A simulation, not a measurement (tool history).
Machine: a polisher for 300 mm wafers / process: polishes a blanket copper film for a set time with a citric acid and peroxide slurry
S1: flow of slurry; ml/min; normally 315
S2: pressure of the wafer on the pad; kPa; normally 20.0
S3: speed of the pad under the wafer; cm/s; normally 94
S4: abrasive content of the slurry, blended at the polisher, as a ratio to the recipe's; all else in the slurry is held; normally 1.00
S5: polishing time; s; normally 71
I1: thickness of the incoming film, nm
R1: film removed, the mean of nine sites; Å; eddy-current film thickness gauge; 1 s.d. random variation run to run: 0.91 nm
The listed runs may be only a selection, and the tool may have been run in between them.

run 1 hour=0.0 | S1=315 S2=20.0 S3=82 S4=1.00 S5=62 | I1=774.0 | R1=1001
run 2 hour=92.7 | S1=315 S2=20.0 S3=94 S4=1.00 S5=61 | I1=787.1 | R1=1119
run 3 hour=169.7 | S1=315 S2=20.0 S3=94 S4=1.00 S5=61 | I1=796.8 | R1=1108
run 4 hour=254.5 | S1=315 S2=20.0 S3=94 S4=1.00 S5=71 | I1=778.1 | R1=1300
run 5 hour=347.8 | S1=315 S2=20.0 S3=94 S4=1.00 S5=71 | I1=778.5 | R1=1303
run 6 hour=444.2 | S1=395 S2=20.0 S3=94 S4=1.00 S5=71 | I1=774.9 | R1=1324
run 7 hour=482.3 | S1=315 S2=24.8 S3=94 S4=1.10 S5=71 | I1=773.3 | R1=1589
-- hour=504.7 slurry nozzle cleaned
run 8 hour=532.2 | S1=415 S2=20.0 S3=114 S4=1.10 S5=71 | I1=771.1 | R1=1622
-- hour=582.4 slurry blender recalibrated
-- hour=588.4 worn pad replaced by a new one
run 9 hour=674.2 | S1=315 S2=20.0 S3=82 S4=1.00 S5=71 | I1=795.5 | R1=1151
-- hour=687.8 head pressure recalibrated
run 10 hour=759.0 | S1=315 S2=20.0 S3=94 S4=1.00 S5=71 | I1=785.5 | R1=1286
run 11 hour=797.8 | S1=315 S2=20.0 S3=94 S4=0.90 S5=65 | I1=773.6 | R1=1151
run 12 hour=871.1 | S1=375 S2=20.0 S3=94 S4=1.00 S5=94 | I1=771.9 | R1=1726
run 13 hour=914.2 | S1=315 S2=20.0 S3=94 S4=1.00 S5=55 | I1=783.2 | R1=1007
run 14 hour=953.5 | S1=315 S2=20.0 S3=110 S4=0.90 S5=71 | I1=777.0 | R1=1450
run 15 hour=1011.8 | S1=315 S2=20.0 S3=94 S4=1.30 S5=54 | I1=782.5 | R1=1036
run 16 hour=1105.4 | S1=315 S2=20.0 S3=94 S4=1.00 S5=71 | I1=774.4 | R1=1309
run 17 hour=1164.1 | S1=315 S2=26.2 S3=86 S4=1.00 S5=59 | I1=778.5 | R1=1259
-- hour=1251.6 slurry blender recalibrated
run 18 hour=1261.7 | S1=315 S2=20.0 S3=76 S4=1.00 S5=71 | I1=792.3 | R1=1085
-- hour=1302.9 slurry nozzle cleaned
run 19 hour=1347.3 | S1=315 S2=20.0 S3=94 S4=1.00 S5=71 | I1=784.2 | R1=1307
run 20 hour=1397.5 | S1=315 S2=20.0 S3=94 S4=1.00 S5=71 | I1=785.8 | R1=1303
-- hour=1435.3 worn pad replaced by a new one
-- hour=1449.7 head pressure recalibrated
run 21 hour=1470.3 | S1=315 S2=17.2 S3=94 S4=1.00 S5=71 | I1=797.9 | R1=1150
run 22 hour=1573.2 | S1=315 S2=26.9 S3=94 S4=1.00 S5=71 | I1=778.7 | R1=1700
run 23 hour=1659.6 | S1=315 S2=20.0 S3=94 S4=1.00 S5=71 | I1=766.5 | R1=1290
run 24 hour=1702.4 | S1=375 S2=26.2 S3=94 S4=1.10 S5=86 | I1=787.7 | R1=2079
run 25 hour=1777.1 | S1=315 S2=20.0 S3=102 S4=1.15 S5=86 | I1=772.6 | R1=1735
run 26 hour=1917.0 | S1=385 S2=16.5 S3=86 S4=0.80 S5=71 | I1=785.2 | R1=983
-- hour=1960.1 slurry nozzle cleaned
-- hour=1999.3 slurry blender recalibrated
run 27 hour=2013.2 | S1=315 S2=20.0 S3=94 S4=1.00 S5=94 | I1=797.2 | R1=1726
run 28 hour=2056.2 | S1=205 S2=20.0 S3=94 S4=1.00 S5=53 | I1=766.6 | R1=930
run 29 hour=2134.1 | S1=315 S2=20.0 S3=78 S4=1.00 S5=71 | I1=766.3 | R1=1094
run 30 hour=2176.1 | S1=315 S2=20.0 S3=94 S4=1.00 S5=71 | I1=777.6 | R1=1306

Give the tool's hidden conditions for every run:
removal rate lost through wear of the pad, %: 0 in every run
slurry flow missing at the pad, %: 0 in every run
deviation of the head's pressure from its setpoint, %: 0 in every run
abrasive missing from the slurry, %: 0 in every run
